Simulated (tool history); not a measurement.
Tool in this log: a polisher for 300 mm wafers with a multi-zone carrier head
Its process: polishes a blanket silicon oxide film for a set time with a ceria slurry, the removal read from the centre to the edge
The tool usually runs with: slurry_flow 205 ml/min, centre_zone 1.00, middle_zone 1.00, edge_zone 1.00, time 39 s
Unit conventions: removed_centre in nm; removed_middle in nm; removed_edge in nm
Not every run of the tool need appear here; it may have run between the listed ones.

run	hour	slurry_flow	centre_zone	middle_zone	edge_zone	time	incoming thickness of the incoming film, nm	removed_centre	removed_middle	removed_edge
1	0.0	205	0.91	1.00	1.00	39	847.1	153.9	174.5	175.5
# hour 33.5: slurry nozzle cleaned
2	36.4	205	0.91	1.00	1.00	39	870.5	155.5	173.3	178.4
# hour 55.9: edge zone pressure recalibrated
# hour 68.1: worn pad replaced by a new one
3	68.6	205	1.00	1.00	1.00	39	854.3	162.9	173.6	176.9
4	127.2	205	1.00	1.00	1.00	39	874.6	159.3	177.7	175.8
5	162.3	205	1.00	1.00	1.00	39	856.3	158.9	176.4	176.1
# hour 194.3: centre zone pressure recalibrated
6	223.3	205	1.00	1.08	1.00	35	862.3	160.1	166.4	158.7
7	290.6	205	1.00	1.08	1.00	35	868.9	157.3	167.6	160.7
# hour 309.2: carrier head's membrane replaced by a new one
# hour 323.2: worn pad replaced by a new one
8	333.4	205	1.00	1.08	1.00	35	865.4	155.5	167.9	158.3
9	370.3	205	1.00	1.00	0.92	39	864.6	174.3	172.2	169.7
10	400.2	205	1.00	1.00	0.92	39	863.9	178.1	177.0	171.5
11	436.1	205	1.00	0.96	1.00	39	864.2	178.4	170.2	175.9
12	502.7	205	1.00	1.00	1.00	30	862.6	133.5	136.7	135.5
13	548.9	170	0.89	1.00	0.90	35	849.8	139.7	153.0	148.2
# hour 576.9: worn pad replaced by a new one
14	577.4	205	1.00	1.08	1.00	35	861.7	152.1	167.3	156.6
15	633.1	205	1.00	1.00	1.00	49	865.9	215.9	217.4	220.2
# hour 635.1: slurry nozzle cleaned
16	694.3	205	1.00	1.00	1.07	39	870.3	173.4	174.2	182.3
17	748.8	205	1.00	1.08	1.00	35	854.7	149.9	167.7	157.8
# hour 792.4: worn pad replaced by a new one
18	792.9	205	1.00	1.12	1.00	39	860.9	169.6	191.7	175.5
19	852.7	205	0.89	1.11	1.00	35	851.7	139.2	174.8	156.9
# hour 856.6: edge zone pressure recalibrated
20	882.1	205	1.00	1.00	1.00	39	850.3	166.1	174.5	174.8
# hour 913.0: centre zone pressure recalibrated
21	933.5	205	1.00	0.96	1.00	39	861.1	173.7	171.2	178.6
22	985.9	160	0.95	1.04	1.00	39	870.7	157.0	172.5	170.6
# hour 1053.7: worn pad replaced by a new one
23	1188.6	160	0.91	1.04	0.94	39	874.1	151.8	174.6	165.1

Each row is a separate what-if for the run after 23, all from the same tool condition, not one after another. Results?
A	1189.0	205	1.00	1.00	1.00	39	866.2	?	?	?
B	1189.0	205	0.91	0.94	0.93	34	866.2	?	?	?
C	1189.0	205	1.00	1.00	1.00	50	866.2	?	?	?

run	removed_centre	removed_middle	removed_edge
A	168.4	172.6	175.7
B	138.1	142.9	148.2
C	215.9	221.3	225.3
The same runs, with their run-to-run variation unchanged, on a tool lacking any hidden condition would have given:
run	removed_centre	removed_middle	removed_edge
A	172.2	172.6	175.7
B	141.3	142.9	148.2
C	220.8	221.3	225.3

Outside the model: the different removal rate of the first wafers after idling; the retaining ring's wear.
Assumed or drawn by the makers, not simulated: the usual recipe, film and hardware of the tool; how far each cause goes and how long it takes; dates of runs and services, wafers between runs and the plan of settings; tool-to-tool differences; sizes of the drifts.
